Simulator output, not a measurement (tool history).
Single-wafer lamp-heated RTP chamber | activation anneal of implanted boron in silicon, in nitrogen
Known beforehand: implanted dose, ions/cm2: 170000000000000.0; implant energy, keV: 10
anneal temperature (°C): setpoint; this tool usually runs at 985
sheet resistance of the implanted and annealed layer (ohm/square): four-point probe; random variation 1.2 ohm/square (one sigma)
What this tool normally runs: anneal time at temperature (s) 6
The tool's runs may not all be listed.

run    hour  anneal temperature (°C)  anneal time at temperature (s)  wafers since the last listed run  wafers since the last pyrometer calibration  wafers since the reflector plate was cleaned  hours since the gauge calibration  read-back reference wafer on the same gauge, sheet resistance  sheet resistance of the implanted and annealed layer (ohm/square)
  1     0.0                      985                               7                                 0                                         4540                                          8478                              332.4                                                         501.92                                                             542.03
       39.3  -- reflector plate cleaned
  2    49.2                      985                               7                               615                                         5155                                           148                              381.6                                                         501.98                                                             544.21
  3    98.5                      985                               6                               736                                         5892                                           885                              430.9                                                         501.94                                                             544.24
      114.7  -- pyrometer window cleaned and pyrometer calibrated
  4   133.6                      985                               6                               404                                          282                                          1289                              466.0                                                         501.64                                                             548.06
  5   186.0                      985                               6                               782                                         1065                                          2072                              518.4                                                         501.63                                                             548.43
  6   338.0                      975                               8                              2270                                         3336                                          4343                              670.4                                                         502.10                                                             551.30
  7   368.9                      975                               8                               461                                         3797                                          4805                              701.3                                                         502.10                                                             549.02
  8   412.5                      975                               8                               651                                         4449                                          5456                              744.9                                                         501.95                                                             551.46
  9   446.8                      985                               6                               512                                         4961                                          5969                              779.2                                                         501.88                                                             544.25
 10   511.9                      985                               6                               972                                         5934                                          6941                              844.3                                                         501.67                                                             544.67
      526.3  -- pyrometer window cleaned and pyrometer calibrated
 11   545.6                      985                               6                               383                                          289                                          7325                              878.0                                                         502.01                                                             548.60
 12   605.5                      985                               6                               894                                         1183                                          8220                              937.9                                                         501.94                                                             546.77
      641.4  -- reflector plate cleaned
 13   641.9                      985                               6                               424                                         1608                                             7                              974.3                                                         501.87                                                             546.83
 14   688.7                      985                               6                               699                                         2307                                           707                             1021.1                                                         501.95                                                             548.22
 15   754.1                      985                               6                               977                                         3284                                          1684                             1086.5                                                         502.18                                                             546.94
 16   820.1                      985                               6                               986                                         4270                                          2670                             1152.5                                                         502.25                                                             543.85
 17   855.8                      960                               3                               533                                         4803                                          3203                             1188.2                                                         501.68                                                             572.81
 18   893.9                     1003                               4                               569                                         5373                                          3772                             1226.3                                                         502.18                                                             542.51
      930.5  -- pyrometer window cleaned and pyrometer calibrated
 19   931.0                     1006                               8                               434                                            8                                          4207                             1263.4                                                         502.19                                                             538.69
 20   988.8                      985                               6                               863                                          871                                          5071                             1321.2                                                         502.15                                                             548.22
 21  1035.0                      967                               8                               690                                         1561                                          5761                             1367.4                                                         502.26                                                             564.40
 22  1076.7                     1012                               8                               623                                         2184                                          6384                             1409.1                                                         502.05                                                             535.48
 23  1140.4                      985                               6                               951                                         3136                                          7336                             1472.8                                                         502.01                                                             547.17
     1250.9  -- reflector plate cleaned
 24  1265.5                      960                               3                              1749                                         4886                                           217                             1597.9                                                         502.34                                                             572.08
     1306.8  -- gauge calibrated
 25  1328.5                     1007                               4                               941                                         5827                                          1159                               21.7                                                         501.99                                                             538.80
     1376.3  -- pyrometer window cleaned and pyrometer calibrated
 26  1376.8                     1008                               6                               602                                            7                                          1761                               70.0                                                         501.84                                                             538.81
 27  1409.6                      985                               9                               490                                          497                                          2251                              102.8                                                         502.11                                                             545.56
 28  1436.8                     1002                               9                               406                                          904                                          2657                              130.0                                                         501.90                                                             538.87
 29  1495.8                      985                               3                               881                                         1785                                          3539                              189.0                                                         501.82                                                             550.37
 30  1552.0                      976                               4                               839                                         2625                                          4378                              245.2                                                         502.20                                                             553.79
 31  1619.1                      959                               4                              1002                                         3627                                          5381                              312.3                                                         502.15                                                             576.82
 32  1678.5                      985                               6                               887                                         4515                                          6268                              371.7                                                         502.04                                                             544.44
 33  1740.9                      976                               7                               932                                         5447                                          7200                              434.1                                                         502.39                                                             547.32
     1799.8  -- reflector plate cleaned
 34  1804.0                      960                               5                               823                                         6270                                            63                              497.2                                                         502.22                                                             563.02
 35  1874.1                     1004                               3                              1047                                         7318                                          1110                              567.3                                                         502.15                                                             539.55
     1896.0  -- pyrometer window cleaned and pyrometer calibrated
 36  1939.5                      966                               9                               857                                          650                                          1967                              632.7                                                         502.03                                                             562.63
 37  2001.8                      985                               6                               930                                         1581                                          2898                              695.0                                                         502.36                                                             545.93

Below are 3 alternative next runs, each starting from the tool's condition after run 37. Predict each:
  A  2002.2                      985                               8                                 5                                         1587                                          2904                              695.4                                                              ?                                                                  ?
  B  2002.2                      973                               6                                 5                                         1587                                          2904                              695.4                                                              ?                                                                  ?
  C  2002.2                      969                               4                                 5                                         1587                                          2904                              695.4                                                              ?                                                                  ?

run  read-back reference wafer on the same gauge, sheet resistance  sheet resistance of the implanted and annealed layer (ohm/square)
  A                                                         502.17                                                             544.00
  B                                                         502.17                                                             554.94
  C                                                         502.17                                                             561.82
Had the tool no hidden state, the same runs would have come out as:
run  sheet resistance of the implanted and annealed layer (ohm/square)
  A                                                             545.39
  B                                                             557.64
  C                                                             565.13
